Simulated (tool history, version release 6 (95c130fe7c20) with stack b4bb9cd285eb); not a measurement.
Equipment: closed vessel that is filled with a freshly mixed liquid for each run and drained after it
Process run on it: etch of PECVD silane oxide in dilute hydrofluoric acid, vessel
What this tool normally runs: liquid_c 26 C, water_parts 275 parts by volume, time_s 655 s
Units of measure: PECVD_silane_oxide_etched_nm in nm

run   hour  liquid_c  water_parts  time_s  read-back film thickness of the PECVD silane oxide reference wafer, read on the same gauge (nm)  PECVD_silane_oxide_etched_nm
  1      0        26          275     655                                                                                           110.02                         42.07
  2   15.7        26          275     655                                                                                              110                          42.2
  3   29.7        26          275     655                                                                                           110.01                          42.5
  4   47.2        26          275     655                                                                                           110.02                         42.32
  5     56        26          275     655                                                                                           109.98                         42.34
  6   66.8        26          275     655                                                                                           110.03                         42.55
  7   80.9        26          275     655                                                                                           109.99                         42.46
      83.3  -- hydrofluoric acid flow meter replaced
  8   94.7        26          275     655                                                                                           109.99                         39.91
     108.4  -- thermometer replaced
  9  108.9      22.5          240     655                                                                                           109.98                         42.05
 10  123.8      30.5          315     275                                                                                              110                         16.37

Predict the results of run 11:
 11  136.7      22.5          395     280                                                                                                ?                             ?

{"run 11": {"read-back film thickness of the PECVD silane oxide reference wafer, read on the same gauge (nm)": 110.01, "PECVD_silane_oxide_etched_nm": 9.41}}
Were there no unlogged condition in the tool, this run, its random variation unchanged, would have produced PECVD_silane_oxide_etched_nm 9.26 nm.
